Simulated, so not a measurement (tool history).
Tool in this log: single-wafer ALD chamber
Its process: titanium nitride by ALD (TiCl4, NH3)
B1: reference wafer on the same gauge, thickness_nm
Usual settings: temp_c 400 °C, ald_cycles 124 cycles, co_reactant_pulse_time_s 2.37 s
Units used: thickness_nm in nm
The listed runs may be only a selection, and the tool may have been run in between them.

{"run": 1, "hour": 0.0, "temp_c": 400, "ald_cycles": 124, "co_reactant_pulse_time_s": 2.37, "B1": 2.891, "thickness_nm": 2.49}
{"run": 2, "hour": 93.3, "temp_c": 400, "ald_cycles": 124, "co_reactant_pulse_time_s": 2.37, "B1": 2.886, "thickness_nm": 2.494}
{"run": 3, "hour": 406.7, "temp_c": 389, "ald_cycles": 124, "co_reactant_pulse_time_s": 2.37, "B1": 2.89, "thickness_nm": 2.464}
{"run": 4, "hour": 502.5, "temp_c": 389, "ald_cycles": 124, "co_reactant_pulse_time_s": 2.37, "B1": 2.892, "thickness_nm": 2.482}
{"run": 5, "hour": 541.8, "temp_c": 400, "ald_cycles": 129, "co_reactant_pulse_time_s": 2.37, "B1": 2.893, "thickness_nm": 2.589}
{"run": 6, "hour": 601.1, "temp_c": 400, "ald_cycles": 129, "co_reactant_pulse_time_s": 2.37, "B1": 2.892, "thickness_nm": 2.582}
{"run": 7, "hour": 666.4, "temp_c": 400, "ald_cycles": 124, "co_reactant_pulse_time_s": 2.37, "B1": 2.89, "thickness_nm": 2.475}
{"run": 8, "hour": 741.7, "temp_c": 400, "ald_cycles": 115, "co_reactant_pulse_time_s": 2.37, "B1": 2.89, "thickness_nm": 2.31}
{"run": 9, "hour": 805.5, "temp_c": 400, "ald_cycles": 115, "co_reactant_pulse_time_s": 2.37, "B1": 2.892, "thickness_nm": 2.314}
{"run": 10, "hour": 904.0, "temp_c": 400, "ald_cycles": 124, "co_reactant_pulse_time_s": 2.37, "B1": 2.892, "thickness_nm": 2.496}
{"run": 11, "hour": 946.6, "temp_c": 400, "ald_cycles": 124, "co_reactant_pulse_time_s": 2.37, "B1": 2.889, "thickness_nm": 2.49}
{"run": 12, "hour": 985.8, "temp_c": 400, "ald_cycles": 124, "co_reactant_pulse_time_s": 2.37, "B1": 2.892, "thickness_nm": 2.492}
{"run": 13, "hour": 1046.0, "temp_c": 400, "ald_cycles": 124, "co_reactant_pulse_time_s": 2.37, "B1": 2.889, "thickness_nm": 2.473}
{"run": 14, "hour": 1151.3, "temp_c": 400, "ald_cycles": 124, "co_reactant_pulse_time_s": 2.37, "B1": 2.893, "thickness_nm": 2.468}
{"run": 15, "hour": 1236.4, "temp_c": 400, "ald_cycles": 124, "co_reactant_pulse_time_s": 2.37, "B1": 2.889, "thickness_nm": 2.497}
{"run": 16, "hour": 1309.0, "temp_c": 400, "ald_cycles": 124, "co_reactant_pulse_time_s": 2.37, "B1": 2.891, "thickness_nm": 2.5}
{"run": 17, "hour": 1414.8, "temp_c": 400, "ald_cycles": 110, "co_reactant_pulse_time_s": 2.37, "B1": 2.888, "thickness_nm": 2.216}
{"run": 18, "hour": 1476.2, "temp_c": 414, "ald_cycles": 124, "co_reactant_pulse_time_s": 2.86, "B1": 2.889, "thickness_nm": 2.498}
{"run": 19, "hour": 1690.8, "temp_c": 400, "ald_cycles": 106, "co_reactant_pulse_time_s": 3.31, "B1": 2.888, "thickness_nm": 2.142}
{"hour": 1709.5, "done": "showerhead replaced"}
{"hour": 1749.3, "done": "gauge calibrated"}
{"run": 20, "hour": 1790.9, "temp_c": 400, "ald_cycles": 124, "co_reactant_pulse_time_s": 2.37, "B1": 2.894, "thickness_nm": 2.484}
{"hour": 1809.9, "done": "thermocouple changed; heater temperature recalibrated"}
{"run": 21, "hour": 1859.0, "temp_c": 389, "ald_cycles": 124, "co_reactant_pulse_time_s": 2.37, "B1": 2.893, "thickness_nm": 2.451}
{"run": 22, "hour": 1925.7, "temp_c": 413, "ald_cycles": 143, "co_reactant_pulse_time_s": 2.78, "B1": 2.891, "thickness_nm": 2.884}
{"run": 23, "hour": 2012.2, "temp_c": 400, "ald_cycles": 124, "co_reactant_pulse_time_s": 2.37, "B1": 2.89, "thickness_nm": 2.494}
{"run": 24, "hour": 2079.4, "temp_c": 390, "ald_cycles": 124, "co_reactant_pulse_time_s": 2.37, "B1": 2.889, "thickness_nm": 2.464}
{"run": 25, "hour": 2174.3, "temp_c": 410, "ald_cycles": 124, "co_reactant_pulse_time_s": 1.98, "B1": 2.891, "thickness_nm": 2.49}
{"run": 26, "hour": 2253.7, "temp_c": 400, "ald_cycles": 124, "co_reactant_pulse_time_s": 2.37, "B1": 2.892, "thickness_nm": 2.469}
{"run": 27, "hour": 2317.6, "temp_c": 388, "ald_cycles": 124, "co_reactant_pulse_time_s": 2.37, "B1": 2.891, "thickness_nm": 2.468}
{"run": 28, "hour": 2400.0, "temp_c": 413, "ald_cycles": 144, "co_reactant_pulse_time_s": 3.19, "B1": 2.889, "thickness_nm": 2.922}
{"run": 29, "hour": 2492.6, "temp_c": 400, "ald_cycles": 124, "co_reactant_pulse_time_s": 2.37, "B1": 2.89, "thickness_nm": 2.481}
{"run": 30, "hour": 2557.2, "temp_c": 400, "ald_cycles": 124, "co_reactant_pulse_time_s": 2.37, "B1": 2.89, "thickness_nm": 2.464}
{"run": 31, "hour": 2627.1, "temp_c": 400, "ald_cycles": 114, "co_reactant_pulse_time_s": 2.37, "B1": 2.89, "thickness_nm": 2.275}
{"run": 32, "hour": 2715.9, "temp_c": 389, "ald_cycles": 124, "co_reactant_pulse_time_s": 1.45, "B1": 2.892, "thickness_nm": 2.438}
{"run": 33, "hour": 2760.2, "temp_c": 413, "ald_cycles": 124, "co_reactant_pulse_time_s": 1.7, "B1": 2.887, "thickness_nm": 2.488}

Consider 5 possible next runs. They are alternatives, not a sequence: every one starts from the tool as it was left by run 33. What does each give?
{"run": "A", "hour": 2760.9, "temp_c": 413, "ald_cycles": 124, "co_reactant_pulse_time_s": 2.37, "B1": "?", "thickness_nm": "?"}
{"run": "B", "hour": 2760.9, "temp_c": 410, "ald_cycles": 124, "co_reactant_pulse_time_s": 3.08, "B1": "?", "thickness_nm": "?"}
{"run": "C", "hour": 2760.9, "temp_c": 389, "ald_cycles": 133, "co_reactant_pulse_time_s": 1.46, "B1": "?", "thickness_nm": "?"}
{"run": "D", "hour": 2760.9, "temp_c": 400, "ald_cycles": 146, "co_reactant_pulse_time_s": 2.37, "B1": "?", "thickness_nm": "?"}
{"run": "E", "hour": 2760.9, "temp_c": 400, "ald_cycles": 143, "co_reactant_pulse_time_s": 1.93, "B1": "?", "thickness_nm": "?"}

run=A B1=2.892 thickness_nm=2.492
run=B B1=2.892 thickness_nm=2.503
run=C B1=2.892 thickness_nm=2.611
run=D B1=2.892 thickness_nm=2.925
run=E B1=2.892 thickness_nm=2.852
The same runs, with their run-to-run variation unchanged, on a tool lacking any hidden condition would have given:
run=A thickness_nm=2.492
run=B thickness_nm=2.503
run=C thickness_nm=2.611
run=D thickness_nm=2.925
run=E thickness_nm=2.852
